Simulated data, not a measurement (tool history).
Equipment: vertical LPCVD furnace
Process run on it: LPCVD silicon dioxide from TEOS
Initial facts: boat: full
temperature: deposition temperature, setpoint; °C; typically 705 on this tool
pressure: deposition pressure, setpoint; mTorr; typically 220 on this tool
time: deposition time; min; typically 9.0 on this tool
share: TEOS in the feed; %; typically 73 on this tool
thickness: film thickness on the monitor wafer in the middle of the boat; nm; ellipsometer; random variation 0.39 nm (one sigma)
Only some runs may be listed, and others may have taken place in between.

| run | hour | temperature | pressure | time | share | wafers since the last listed run | hours since the last temperature calibration | hours since the pressure gauge was zeroed | hours since the TEOS flow controller was replaced | hours since the gauge calibration | read-back reference wafer on the same gauge, thickness | thickness |
|---|---|---|---|---|---|---|---|---|---|---|---|---|
| 1 | 0.0 | 705 | 220 | 9.0 | 73 | 0 | 4547.9 | 3930.2 | 5008.7 | 12.1 | 75.09 | 67.43 |
| 2 | 12.3 | 705 | 240 | 6.5 | 73 | 242 | 4560.2 | 3942.5 | 5021.0 | 24.4 | 75.12 | 50.56 |
| 3 | 23.9 | 705 | 220 | 9.0 | 76 | 228 | 4571.8 | 3954.1 | 5032.6 | 36.0 | 75.23 | 67.99 |
| 4 | 39.8 | 705 | 220 | 9.0 | 76 | 313 | 4587.7 | 3970.0 | 5048.5 | 51.9 | 75.16 | 67.08 |
| 5 | 56.5 | 705 | 220 | 9.0 | 76 | 329 | 4604.4 | 3986.7 | 5065.2 | 68.6 | 75.12 | 68.02 |
| 6 | 65.0 | 705 | 220 | 9.0 | 73 | 167 | 4612.9 | 3995.2 | 5073.7 | 77.1 | 75.05 | 67.27 |
| 7 | 79.7 | 705 | 220 | 9.0 | 73 | 289 | 4627.6 | 4009.9 | 5088.4 | 91.8 | 75.12 | 65.76 |
| 8 | 96.1 | 705 | 220 | 10.5 | 76 | 323 | 4644.0 | 4026.3 | 5104.8 | 108.2 | 74.96 | 79.04 |
| 9 | 128.0 | 705 | 220 | 10.5 | 76 | 628 | 4675.9 | 4058.2 | 5136.7 | 140.1 | 75.17 | 79.78 |
| 10 | 142.2 | 709 | 220 | 9.0 | 73 | 279 | 4690.1 | 4072.4 | 5150.9 | 154.3 | 75.05 | 72.88 |
| 11 | 156.1 | 709 | 220 | 9.0 | 73 | 273 | 4704.0 | 4086.3 | 5164.8 | 168.2 | 75.09 | 72.80 |
|  | 206.1 | TEOS flow controller replaced |
| 12 | 206.6 | 705 | 220 | 9.0 | 73 | 522 | 4754.5 | 4136.8 | 0.5 | 218.7 | 75.19 | 66.07 |
| 13 | 210.2 | 705 | 220 | 9.0 | 73 | 70 | 4758.1 | 4140.4 | 4.1 | 222.3 | 75.05 | 67.02 |
| 14 | 213.8 | 705 | 220 | 9.0 | 73 | 70 | 4761.7 | 4144.0 | 7.7 | 225.9 | 75.24 | 67.18 |
|  | 242.0 | thermocouples replaced and temperature profile calibrated |
| 15 | 242.5 | 705 | 220 | 9.0 | 73 | 92 | 0.5 | 4172.7 | 36.4 | 254.6 | 75.19 | 66.01 |
| 16 | 246.1 | 695 | 170 | 9.0 | 73 | 70 | 4.1 | 4176.3 | 40.0 | 258.2 | 74.97 | 46.51 |
| 17 | 255.1 | 705 | 220 | 9.0 | 73 | 177 | 13.1 | 4185.3 | 49.0 | 267.2 | 75.06 | 67.06 |
| 18 | 270.7 | 697 | 170 | 12.0 | 79 | 307 | 28.7 | 4200.9 | 64.6 | 282.8 | 75.20 | 66.95 |
|  | 295.3 | pressure gauge zeroed |
| 19 | 295.8 | 705 | 165 | 9.0 | 62 | 21 | 53.8 | 0.5 | 89.7 | 307.9 | 75.10 | 53.76 |
| 20 | 299.5 | 709 | 220 | 10.0 | 81 | 72 | 57.5 | 4.2 | 93.4 | 311.6 | 75.04 | 86.07 |
| 21 | 303.1 | 700 | 200 | 9.0 | 73 | 70 | 61.1 | 7.8 | 97.0 | 315.2 | 75.12 | 56.67 |
| 22 | 306.7 | 705 | 220 | 9.0 | 73 | 70 | 64.7 | 11.4 | 100.6 | 318.8 | 75.38 | 66.22 |
|  | 307.2 | gauge calibrated |
| 23 | 314.1 | 705 | 220 | 9.0 | 73 | 145 | 72.1 | 18.8 | 108.0 | 6.9 | 74.96 | 67.09 |
| 24 | 326.6 | 696 | 180 | 9.0 | 85 | 246 | 84.6 | 31.3 | 120.5 | 19.4 | 75.03 | 52.54 |
| 25 | 344.3 | 705 | 220 | 9.0 | 73 | 348 | 102.3 | 49.0 | 138.2 | 37.1 | 74.97 | 66.37 |
| 26 | 359.3 | 708 | 195 | 8.0 | 73 | 295 | 117.3 | 64.0 | 153.2 | 52.1 | 75.11 | 59.64 |
| 27 | 376.2 | 705 | 190 | 10.5 | 73 | 333 | 134.2 | 80.9 | 170.1 | 69.0 | 75.00 | 72.36 |
| 28 | 388.9 | 705 | 220 | 9.0 | 73 | 250 | 146.9 | 93.6 | 182.8 | 81.7 | 75.10 | 66.68 |
| 29 | 399.0 | 705 | 220 | 10.5 | 73 | 199 | 157.0 | 103.7 | 192.9 | 91.8 | 75.27 | 77.93 |
| 30 | 409.7 | 705 | 220 | 9.0 | 73 | 210 | 167.7 | 114.4 | 203.6 | 102.5 | 75.17 | 66.99 |

Exercise: give the hidden state of the tool at every run:
true tube temperature minus thermocouple reading, K: 0 across all the runs
true pressure minus gauge reading, mTorr: 0 across all the runs
deviation of the TEOS flow from its setpoint, %: 0 across all the runs
gauge reads high (%): 0 across all the runs
